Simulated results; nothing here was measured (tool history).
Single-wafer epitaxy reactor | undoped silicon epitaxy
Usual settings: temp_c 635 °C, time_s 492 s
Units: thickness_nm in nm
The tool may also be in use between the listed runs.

run	hour	temp_c	time_s	read-back reference wafer on the same gauge, thickness_nm	thickness_nm
1	0.0	635	492	61.836	59.571
2	304.8	635	459	61.735	55.160
3	341.3	635	492	61.977	59.617
4	384.2	635	492	61.862	59.741
5	437.3	635	492	61.918	59.546
6	543.6	635	537	61.795	65.270
7	601.5	635	537	61.876	64.921
8	671.2	635	537	61.770	65.113
9	893.3	635	532	61.949	63.700
10	969.7	635	532	61.716	63.387
11	1056.6	635	532	61.809	64.218
12	1095.6	635	492	61.870	59.099
13	1138.0	646	422	61.793	62.970
14	1204.0	635	400	61.742	47.590
15	1252.1	647	419	61.874	64.233
# hour 1437.0: gauge calibrated
16	1501.9	625	576	61.841	55.323
17	1749.7	649	443	61.944	70.311
# hour 1796.1: pyrometer calibrated
18	1835.9	635	394	61.830	48.506
19	1938.7	635	492	61.819	60.163
20	2023.0	646	422	61.943	64.974
21	2114.5	635	452	61.806	56.388
22	2209.1	635	492	61.875	60.645
23	2307.8	628	411	61.827	43.152
24	2366.2	635	402	61.759	48.942

4 ways to go on from here, each from the tool as it stands after run 24. What would each give?
A	2366.7	626	492	?	?
B	2366.7	635	451	?	?
C	2366.7	622	492	?	?
D	2366.7	635	418	?	?

run	read-back reference wafer on the same gauge, thickness_nm	thickness_nm
A	61.806	49.204
B	61.806	54.638
C	61.806	45.132
D	61.806	50.640
Without the tool's hidden state the same runs would have given:
run	thickness_nm
A	50.108
B	55.624
C	45.968
D	51.554
